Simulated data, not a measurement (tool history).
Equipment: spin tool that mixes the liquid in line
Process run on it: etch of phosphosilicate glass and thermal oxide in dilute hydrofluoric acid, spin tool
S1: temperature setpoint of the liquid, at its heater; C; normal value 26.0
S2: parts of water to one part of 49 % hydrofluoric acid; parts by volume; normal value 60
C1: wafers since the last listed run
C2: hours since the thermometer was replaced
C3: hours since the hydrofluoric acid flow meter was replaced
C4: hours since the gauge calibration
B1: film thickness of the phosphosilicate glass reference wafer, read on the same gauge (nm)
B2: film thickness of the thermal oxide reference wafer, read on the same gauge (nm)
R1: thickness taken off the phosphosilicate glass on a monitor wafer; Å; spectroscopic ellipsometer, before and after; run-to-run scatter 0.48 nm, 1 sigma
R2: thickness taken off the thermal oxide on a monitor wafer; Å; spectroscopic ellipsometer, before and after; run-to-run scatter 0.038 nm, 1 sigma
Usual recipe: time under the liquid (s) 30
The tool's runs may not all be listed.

{"run": 1, "hour": 0.0, "S1": 26.0, "S2": 80, "time under the liquid (s)": 25, "C1": 0, "C2": 530.5, "C3": 1151.2, "C4": 519.4, "B1": 100.0, "B2": 50.007, "R1": 547.4, "R2": 17.8}
{"hour": 13.0, "done": "thermometer replaced"}
{"run": 2, "hour": 135.1, "S1": 26.0, "S2": 80, "time under the liquid (s)": 25, "C1": 1838, "C2": 122.1, "C3": 1286.3, "C4": 654.5, "B1": 100.03, "B2": 49.98, "R1": 565.8, "R2": 17.75}
{"run": 3, "hour": 239.3, "S1": 27.5, "S2": 75, "time under the liquid (s)": 30, "C1": 1428, "C2": 226.3, "C3": 1390.5, "C4": 758.7, "B1": 100.0, "B2": 49.986, "R1": 761.3, "R2": 23.96}
{"run": 4, "hour": 346.6, "S1": 27.5, "S2": 75, "time under the liquid (s)": 30, "C1": 1471, "C2": 333.6, "C3": 1497.8, "C4": 866.0, "B1": 100.02, "B2": 50.01, "R1": 757.6, "R2": 23.57}
{"run": 5, "hour": 443.9, "S1": 26.0, "S2": 60, "time under the liquid (s)": 25, "C1": 1334, "C2": 430.9, "C3": 1595.1, "C4": 963.3, "B1": 100.02, "B2": 49.982, "R1": 756.6, "R2": 23.93}
{"run": 6, "hour": 491.2, "S1": 26.0, "S2": 60, "time under the liquid (s)": 25, "C1": 648, "C2": 478.2, "C3": 1642.4, "C4": 1010.6, "B1": 100.01, "B2": 50.029, "R1": 754.4, "R2": 24.08}
{"run": 7, "hour": 561.1, "S1": 26.0, "S2": 60, "time under the liquid (s)": 15, "C1": 958, "C2": 548.1, "C3": 1712.3, "C4": 1080.5, "B1": 100.0, "B2": 49.981, "R1": 446.1, "R2": 14.49}
{"hour": 565.0, "done": "thermometer replaced"}
{"run": 8, "hour": 632.2, "S1": 26.0, "S2": 60, "time under the liquid (s)": 30, "C1": 961, "C2": 67.2, "C3": 1783.4, "C4": 1151.6, "B1": 99.97, "B2": 50.01, "R1": 927.1, "R2": 29.18}
{"run": 9, "hour": 732.4, "S1": 26.0, "S2": 60, "time under the liquid (s)": 30, "C1": 1374, "C2": 167.4, "C3": 1883.6, "C4": 1251.8, "B1": 99.96, "B2": 50.031, "R1": 926.8, "R2": 29.76}
{"hour": 813.8, "done": "gauge calibrated"}
{"run": 10, "hour": 816.6, "S1": 26.0, "S2": 60, "time under the liquid (s)": 30, "C1": 1154, "C2": 251.6, "C3": 1967.8, "C4": 2.8, "B1": 99.98, "B2": 50.005, "R1": 911.1, "R2": 28.84}
{"run": 11, "hour": 860.9, "S1": 26.0, "S2": 60, "time under the liquid (s)": 30, "C1": 607, "C2": 295.9, "C3": 2012.1, "C4": 47.1, "B1": 99.99, "B2": 49.998, "R1": 920.5, "R2": 29.07}
{"run": 12, "hour": 914.2, "S1": 24.5, "S2": 60, "time under the liquid (s)": 30, "C1": 730, "C2": 349.2, "C3": 2065.4, "C4": 100.4, "B1": 100.05, "B2": 49.991, "R1": 858.6, "R2": 27.62}
{"run": 13, "hour": 952.0, "S1": 26.0, "S2": 60, "time under the liquid (s)": 30, "C1": 518, "C2": 387.0, "C3": 2103.2, "C4": 138.2, "B1": 100.04, "B2": 50.013, "R1": 908.8, "R2": 29.13}
{"run": 14, "hour": 1028.1, "S1": 26.0, "S2": 80, "time under the liquid (s)": 15, "C1": 1043, "C2": 463.1, "C3": 2179.3, "C4": 214.3, "B1": 99.98, "B2": 49.998, "R1": 329.3, "R2": 10.6}
{"hour": 1030.1, "done": "hydrofluoric acid flow meter replaced"}
{"hour": 1090.7, "done": "thermometer replaced"}
{"run": 15, "hour": 1283.2, "S1": 26.0, "S2": 60, "time under the liquid (s)": 30, "C1": 3470, "C2": 192.5, "C3": 253.1, "C4": 469.4, "B1": 99.99, "B2": 50.003, "R1": 915.6, "R2": 29.11}
{"run": 16, "hour": 1388.0, "S1": 31.0, "S2": 70, "time under the liquid (s)": 25, "C1": 1437, "C2": 297.3, "C3": 357.9, "C4": 574.2, "B1": 100.04, "B2": 50.025, "R1": 778.6, "R2": 25.64}
{"run": 17, "hour": 1434.3, "S1": 22.0, "S2": 70, "time under the liquid (s)": 50, "C1": 634, "C2": 343.6, "C3": 404.2, "C4": 620.5, "B1": 99.97, "B2": 49.987, "R1": 1088.8, "R2": 35.61}
{"run": 18, "hour": 1479.0, "S1": 23.0, "S2": 60, "time under the liquid (s)": 30, "C1": 612, "C2": 388.3, "C3": 448.9, "C4": 665.2, "B1": 99.97, "B2": 49.978, "R1": 802.4, "R2": 25.71}
{"run": 19, "hour": 1539.8, "S1": 28.5, "S2": 60, "time under the liquid (s)": 30, "C1": 833, "C2": 449.1, "C3": 509.7, "C4": 726.0, "B1": 100.02, "B2": 49.986, "R1": 1002.1, "R2": 31.99}
{"hour": 1582.0, "done": "thermometer replaced"}
{"run": 20, "hour": 1626.8, "S1": 27.5, "S2": 30, "time under the liquid (s)": 30, "C1": 1179, "C2": 44.8, "C3": 596.7, "C4": 813.0, "B1": 100.0, "B2": 50.036, "R1": 2078.8, "R2": 65.15}
{"run": 21, "hour": 1701.8, "S1": 29.5, "S2": 60, "time under the liquid (s)": 45, "C1": 1028, "C2": 119.8, "C3": 671.7, "C4": 888.0, "B1": 99.99, "B2": 50.004, "R1": 1582.7, "R2": 50.82}
{"run": 22, "hour": 1749.8, "S1": 26.0, "S2": 30, "time under the liquid (s)": 15, "C1": 658, "C2": 167.8, "C3": 719.7, "C4": 936.0, "B1": 99.97, "B2": 50.014, "R1": 958.8, "R2": 30.21}
{"run": 23, "hour": 1807.0, "S1": 26.0, "S2": 35, "time under the liquid (s)": 20, "C1": 784, "C2": 225.0, "C3": 776.9, "C4": 993.2, "B1": 100.03, "B2": 49.984, "R1": 1095.6, "R2": 34.8}

Entry by entry between the runs, the difference in hidden state between the last listed run before and the first listed run after:
From run 1 to run 2: thermometer replaced (hour 13.0)
  liquid colder than its thermometer reads (K): 0.691 -> 0.238
  measured result minus the result with no hidden state, R1: -15.1 -> -5.4 Å; R2: -0.49 -> -0.17 Å
From run 7 to run 8: thermometer replaced (hour 565.0)
  liquid colder than its thermometer reads (K): 0.76 -> 0.11
  measured result minus the result with no hidden state, R1: -13.9 -> -4.2 Å; R2: -0.45 -> -0.13 Å
From run 9 to run 10: gauge calibrated (hour 813.8)
  liquid colder than its thermometer reads (K): 0.233 -> 0.336
  measured result minus the result with no hidden state, R1: -8.6 -> -12.5 Å; R2: -0.28 -> -0.40 Å
From run 14 to run 15: hydrofluoric acid flow meter replaced (hour 1030.1); thermometer replaced (hour 1090.7)
  liquid colder than its thermometer reads (K): 0.596 -> 0.256
  measured result minus the result with no hidden state, R1: -7.9 -> -9.6 Å; R2: -0.25 -> -0.30 Å
From run 19 to run 20: thermometer replaced (hour 1582.0)
  liquid colder than its thermometer reads (K): 0.571 -> 0.0693
  measured result minus the result with no hidden state, R1: -22.7 -> -5.9 Å; R2: -0.72 -> -0.19 Å
